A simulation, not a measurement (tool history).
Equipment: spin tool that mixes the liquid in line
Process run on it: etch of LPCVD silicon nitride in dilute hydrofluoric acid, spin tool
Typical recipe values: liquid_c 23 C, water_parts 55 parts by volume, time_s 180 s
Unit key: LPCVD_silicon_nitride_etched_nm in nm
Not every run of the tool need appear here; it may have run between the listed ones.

run,hour,liquid_c,water_parts,time_s,wafers since the last listed run,hours since the thermometer was replaced,hours since the hydrofluoric acid flow meter was replaced,hours since the gauge calibration,"read-back film thickness of the LPCVD silicon nitride reference wafer, read on the same gauge (nm)",LPCVD_silicon_nitride_etched_nm
1,0,23,55,135,0,850.8,1063.2,499.8,99.976,0.899
2,104.9,23,55,135,737,955.7,1168.1,604.7,100.012,0.877
# hour 180.6: thermometer replaced
3,352,23,55,135,1729,171.4,1415.2,851.8,100.052,1.038
4,414.8,23,55,180,441,234.2,1478,914.6,100.021,1.343
5,475.6,23,55,180,427,295,1538.8,975.4,99.973,1.288
6,556.1,23,55,240,565,375.5,1619.3,1055.9,99.997,1.65
7,606.5,23,55,240,354,425.9,1669.7,1106.3,100.008,1.706
8,676.1,23,55,240,489,495.5,1739.3,1175.9,100.033,1.674
9,735.4,23,55,180,416,554.8,1798.6,1235.2,99.957,1.241
10,777.2,23,55,180,293,596.6,1840.4,1277,99.997,1.231
11,833.9,23,55,180,398,653.3,1897.1,1333.7,99.933,1.181
# hour 849.7: hydrofluoric acid flow meter replaced
12,873,23,55,180,267,692.4,23.3,1372.8,99.955,1.383
13,909.3,23,55,180,255,728.7,59.6,1409.1,100.031,1.31
14,964.4,25,30,90,387,783.8,114.7,1464.2,100.047,1.36
# hour 1101.9: gauge calibrated
15,1197.5,23,55,245,1638,1016.9,347.8,95.6,99.989,1.802

Run 16 is up next; what results do you expect?
16,1271.3,23,55,180,518,1090.7,421.6,169.4,?,?

{"run 16": {"read-back film thickness of the LPCVD silicon nitride reference wafer, read on the same gauge (nm)": 99.99, "LPCVD_silicon_nitride_etched_nm": 1.279}}
With the hidden condition absent and the run-to-run variation left alone, this run would have shown LPCVD_silicon_nitride_etched_nm 1.551 nm.

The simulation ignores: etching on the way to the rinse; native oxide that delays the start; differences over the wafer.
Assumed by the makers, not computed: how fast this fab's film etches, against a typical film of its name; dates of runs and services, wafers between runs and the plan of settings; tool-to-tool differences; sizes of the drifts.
